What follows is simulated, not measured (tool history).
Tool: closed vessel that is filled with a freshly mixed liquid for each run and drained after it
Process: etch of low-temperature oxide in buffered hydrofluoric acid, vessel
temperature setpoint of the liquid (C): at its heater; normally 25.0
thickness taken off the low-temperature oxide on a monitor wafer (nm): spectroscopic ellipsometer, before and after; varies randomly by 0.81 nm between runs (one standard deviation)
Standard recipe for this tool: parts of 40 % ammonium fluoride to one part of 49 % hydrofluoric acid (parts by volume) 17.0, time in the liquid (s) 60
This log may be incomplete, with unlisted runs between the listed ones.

run	hour	temperature setpoint of the liquid (C)	parts of 40 % ammonium fluoride to one part of 49 % hydrofluoric acid (parts by volume)	time in the liquid (s)	read-back film thickness of the low-temperature oxide reference wafer, read on the same gauge (nm)	thickness taken off the low-temperature oxide on a monitor wafer (nm)
1	0.0	22.5	17.0	35	50.02	71.78
2	10.1	22.5	17.0	35	49.98	71.81
3	26.8	25.0	17.0	60	50.02	140.75
4	41.3	25.0	17.0	60	50.02	141.84
5	50.0	25.0	17.0	60	50.00	142.01
6	62.9	25.0	17.0	60	50.04	141.69
7	75.7	25.0	17.0	60	49.98	140.20
8	91.3	25.0	17.0	60	50.00	141.72
# hour 110.9: hydrofluoric acid flow meter replaced
# hour 113.3: gauge calibrated
9	124.1	25.0	14.0	60	50.03	153.29
10	140.0	25.0	14.0	60	49.99	153.81
11	154.3	25.0	17.0	60	50.00	127.25
12	170.2	25.0	17.0	60	50.02	126.36
13	181.7	21.5	22.0	90	49.98	125.12
14	199.7	20.5	11.0	60	50.00	153.14
15	216.2	25.0	17.0	60	50.01	127.51
16	222.4	23.0	17.0	60	50.01	114.80
# hour 226.9: thermometer replaced
17	240.0	21.5	22.0	90	49.99	125.78
18	251.2	28.5	17.0	75	50.00	191.41
19	258.2	21.0	21.0	85	50.00	119.06
20	275.5	20.5	11.5	75	50.00	184.64
21	282.5	25.0	17.0	30	50.02	64.58
22	291.5	25.0	17.0	60	49.99	127.46
23	307.6	25.0	19.0	30	50.00	57.09
# hour 325.3: gauge calibrated
24	325.3	25.0	17.0	60	49.98	129.36
25	340.9	25.0	17.0	60	50.00	129.65

For each run, what was the tool's unlogged condition?
liquid colder than its thermometer reads (K): 0, the same for each run
gauge reads high (%): 0, the same for each run
H1: hydrofluoric acid flow above the setpoint (%)
run	H1
1	11.9
2	12
3	12.1
4	12.3
5	12.4
6	12.5
7	12.6
8	12.8
9	0.408
10	0.569
11	0.714
12	0.875
13	0.991
14	1.17
15	1.34
16	1.4
17	1.58
18	1.7
19	1.77
20	1.94
21	2.01
22	2.1
23	2.27
24	2.45
25	2.6

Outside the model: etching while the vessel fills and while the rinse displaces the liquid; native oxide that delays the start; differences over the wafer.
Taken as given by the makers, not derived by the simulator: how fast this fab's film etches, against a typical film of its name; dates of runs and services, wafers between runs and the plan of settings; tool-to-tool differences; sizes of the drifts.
